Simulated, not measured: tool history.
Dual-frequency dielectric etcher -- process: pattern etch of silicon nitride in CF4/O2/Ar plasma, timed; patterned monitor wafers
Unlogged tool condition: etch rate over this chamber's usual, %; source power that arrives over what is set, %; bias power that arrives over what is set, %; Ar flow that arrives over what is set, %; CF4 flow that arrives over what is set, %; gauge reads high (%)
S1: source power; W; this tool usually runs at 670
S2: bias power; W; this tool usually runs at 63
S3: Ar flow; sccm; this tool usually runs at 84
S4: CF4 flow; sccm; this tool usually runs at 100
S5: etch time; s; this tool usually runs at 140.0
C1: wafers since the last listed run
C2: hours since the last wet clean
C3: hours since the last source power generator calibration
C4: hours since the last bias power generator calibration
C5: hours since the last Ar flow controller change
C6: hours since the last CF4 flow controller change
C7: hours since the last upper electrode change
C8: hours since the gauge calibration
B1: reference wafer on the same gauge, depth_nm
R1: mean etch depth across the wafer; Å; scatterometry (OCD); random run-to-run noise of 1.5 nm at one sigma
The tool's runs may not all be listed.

run,hour,S1,S2,S3,S4,S5,C1,C2,C3,C4,C5,C6,C7,C8,B1,R1
1,0.0,670,63,77,100,100.5,0,567.3,209.8,428.6,1823.0,82.7,2475.3,2248.6,414.6,3055
# hour 55.7: wet clean of the chamber
2,56.2,610,63,84,87,123.0,281,0.5,266.0,484.8,1879.2,138.9,2531.5,2304.8,414.4,3383
3,152.3,670,53,84,123,140.0,838,96.6,362.1,580.9,1975.3,235.0,2627.6,2400.9,415.3,3775
4,212.0,670,63,84,76,140.0,521,156.3,421.8,640.6,2035.0,294.7,2687.3,2460.6,414.7,4086
# hour 254.3: gauge calibrated
5,269.6,830,57,84,84,140.0,502,213.9,479.4,698.2,2092.6,352.3,2744.9,15.3,415.1,4410
6,336.1,670,63,84,85,140.0,580,280.4,545.9,764.7,2159.1,418.8,2811.4,81.8,414.6,4111
7,378.7,670,52,96,100,140.0,371,323.0,588.5,807.3,2201.7,461.4,2854.0,124.4,414.8,3641
8,460.2,670,63,90,100,121.5,711,404.5,670.0,888.8,2283.2,542.9,2935.5,205.9,414.7,3598
9,549.3,670,55,84,125,140.0,777,493.6,759.1,977.9,2372.3,632.0,3024.6,295.0,415.1,3926
# hour 609.7: Ar flow controller replaced
10,652.7,810,63,84,100,140.0,850,597.0,862.5,1081.3,43.0,735.4,3128.0,398.4,414.7,4720
# hour 699.3: wet clean of the chamber
11,723.3,560,52,79,116,140.0,406,24.0,933.1,1151.9,113.6,806.0,3198.6,469.0,415.5,3359
# hour 761.6: upper electrode replaced
12,805.8,670,63,69,100,98.0,510,106.5,1015.6,1234.4,196.1,888.5,44.2,551.5,414.9,2958
13,858.1,670,63,84,85,140.0,456,158.8,1067.9,1286.7,248.4,940.8,96.5,603.8,415.6,4102
14,917.4,520,63,84,100,164.0,517,218.1,1127.2,1346.0,307.7,1000.1,155.8,663.1,415.6,4225
15,1018.6,670,63,98,100,140.0,883,319.3,1228.4,1447.2,408.9,1101.3,257.0,764.3,414.5,4091
16,1116.7,670,63,84,100,140.0,856,417.4,1326.5,1545.3,507.0,1199.4,355.1,862.4,415.1,4201
17,1186.4,620,54,84,76,105.5,608,487.1,1396.2,1615.0,576.7,1269.1,424.8,932.1,415.0,2723
18,1262.1,630,63,84,100,140.0,660,562.8,1471.9,1690.7,652.4,1344.8,500.5,1007.8,415.1,4061
19,1355.5,670,63,64,100,140.0,815,656.2,1565.3,1784.1,745.8,1438.2,593.9,1101.2,415.1,4364
# hour 1397.8: wet clean of the chamber
20,1415.8,750,63,84,112,140.0,316,18.0,1625.6,1844.4,806.1,1498.5,654.2,1161.5,414.9,4430
21,1452.0,670,63,84,100,140.0,315,54.2,1661.8,1880.6,842.3,1534.7,690.4,1197.7,414.5,4115
22,1534.4,670,74,84,100,140.0,719,136.6,1744.2,1963.0,924.7,1617.1,772.8,1280.1,414.5,4487

A few steps of R1 between consecutive runs. Split each: what settings, incoming material and random variation would produce without the hidden state, and what is left over for the hidden state, along with gauge scatter present in only one of the two compared results (measured, and without hidden state):
Run 10 -> 11: S1 810 -> 560, S2 63 -> 52, S3 84 -> 79, S4 100 -> 116, wet clean of the chamber. R1 -1361 Å: hidden state -144, all else -1217.
Run 16 -> 17: S1 670 -> 620, S2 63 -> 54, S4 100 -> 76, S5 140.0 -> 105.5. R1 -1478 Å: hidden state -21, all else -1457.
Run 19 -> 20: S1 670 -> 750, S3 64 -> 84, S4 100 -> 112, wet clean of the chamber. R1 +66 Å: hidden state -144, all else +210.

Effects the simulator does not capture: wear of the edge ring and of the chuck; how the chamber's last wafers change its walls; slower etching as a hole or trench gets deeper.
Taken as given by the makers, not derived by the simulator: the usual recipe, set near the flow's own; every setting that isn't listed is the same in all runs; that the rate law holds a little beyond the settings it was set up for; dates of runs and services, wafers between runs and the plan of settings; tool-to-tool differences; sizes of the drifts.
